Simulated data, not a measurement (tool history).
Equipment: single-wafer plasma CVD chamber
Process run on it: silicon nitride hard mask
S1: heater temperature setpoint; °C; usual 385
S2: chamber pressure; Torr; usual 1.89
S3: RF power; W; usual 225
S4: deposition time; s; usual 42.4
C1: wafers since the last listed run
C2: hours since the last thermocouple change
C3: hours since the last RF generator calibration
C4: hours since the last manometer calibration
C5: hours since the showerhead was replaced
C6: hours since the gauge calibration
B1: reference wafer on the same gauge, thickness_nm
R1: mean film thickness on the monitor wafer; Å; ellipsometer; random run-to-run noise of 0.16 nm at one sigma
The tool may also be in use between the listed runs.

run	hour	S1	S2	S3	S4	C1	C2	C3	C4	C5	C6	B1	R1
1	0.0	385	1.89	225	42.4	0	2257.3	384.1	1639.4	2864.3	527.1	39.434	436.23
2	16.8	385	1.89	225	42.4	426	2274.1	400.9	1656.2	2881.1	543.9	39.374	437.64
3	37.4	385	1.89	225	42.4	522	2294.7	421.5	1676.8	2901.7	564.5	39.380	434.44
4	67.8	385	1.89	225	42.4	771	2325.1	451.9	1707.2	2932.1	594.9	39.322	434.28
5	101.3	385	1.89	225	42.4	850	2358.6	485.4	1740.7	2965.6	628.4	39.387	433.70
6	135.6	385	1.89	225	42.4	870	2392.9	519.7	1775.0	2999.9	662.7	39.382	434.70
7	152.7	385	1.89	225	42.4	434	2410.0	536.8	1792.1	3017.0	679.8	39.444	433.65
8	181.2	385	1.89	225	42.4	723	2438.5	565.3	1820.6	3045.5	708.3	39.425	436.47
9	210.7	385	1.89	225	42.4	748	2468.0	594.8	1850.1	3075.0	737.8	39.373	432.44
# hour 215.7: gauge calibrated
10	231.0	385	1.89	225	42.4	515	2488.3	615.1	1870.4	3095.3	15.3	39.383	430.12
11	264.9	389	1.89	190	42.4	860	2522.2	649.0	1904.3	3129.2	49.2	39.384	399.30
12	297.4	385	1.73	225	42.4	824	2554.7	681.5	1936.8	3161.7	81.7	39.385	422.50
13	318.8	385	1.73	225	42.4	543	2576.1	702.9	1958.2	3183.1	103.1	39.423	424.47
14	344.7	374	1.56	190	36.9	657	2602.0	728.8	1984.1	3209.0	129.0	39.349	333.94
15	380.5	385	1.52	240	39.0	908	2637.8	764.6	2019.9	3244.8	164.8	39.442	392.82
# hour 405.7: RF generator calibrated
16	411.3	392	1.72	210	42.4	578	2668.6	5.6	2050.7	3275.6	195.6	39.396	423.14
# hour 420.4: thermocouple changed; heater temperature recalibrated
17	429.4	385	1.89	225	42.4	256	9.0	23.7	2068.8	3293.7	213.7	39.417	447.88
18	448.4	385	1.89	225	42.4	482	28.0	42.7	2087.8	3312.7	232.7	39.415	444.75
# hour 468.9: showerhead replaced
19	471.9	385	1.89	210	50.6	393	51.5	66.2	2111.3	3.0	256.2	39.405	511.79
20	548.8	385	1.89	225	42.4	1951	128.4	143.1	2188.2	79.9	333.1	39.414	445.26
21	572.1	385	1.89	225	42.4	591	151.7	166.4	2211.5	103.2	356.4	39.446	443.15
22	584.1	395	2.15	255	42.4	304	163.7	178.4	2223.5	115.2	368.4	39.406	480.60
# hour 603.6: capacitance manometer re-zeroed and calibrated
23	609.1	385	1.89	225	42.4	431	188.7	203.4	5.5	140.2	393.4	39.407	444.11
24	644.1	372	1.89	225	42.4	888	223.7	238.4	40.5	175.2	428.4	39.384	445.43
25	664.6	377	2.26	245	45.9	520	244.2	258.9	61.0	195.7	448.9	39.478	519.02
26	697.4	398	1.89	185	42.4	832	277.0	291.7	93.8	228.5	481.7	39.365	399.23
27	730.9	385	1.89	240	42.4	850	310.5	325.2	127.3	262.0	515.2	39.399	451.61
28	751.8	385	1.89	250	42.4	530	331.4	346.1	148.2	282.9	536.1	39.407	458.07
29	765.6	393	1.89	225	36.8	350	345.2	359.9	162.0	296.7	549.9	39.437	378.26
30	777.7	380	1.89	200	39.3	307	357.3	372.0	174.1	308.8	562.0	39.442	385.38

Consider 3 possible next runs. They are alternatives, not a sequence: every one starts from the tool as it was left by run 30. What does each give?
A	778.1	392	1.89	225	42.4	10	357.7	372.4	174.5	309.2	562.4	?	?
B	778.1	376	1.89	225	42.4	10	357.7	372.4	174.5	309.2	562.4	?	?
C	778.1	385	1.89	205	33.9	10	357.7	372.4	174.5	309.2	562.4	?	?

run	B1	R1
A	39.390	435.63
B	39.390	438.92
C	39.390	334.72
Without the tool's hidden state the same runs would have given:
run	R1
A	446.17
B	449.55
C	342.82
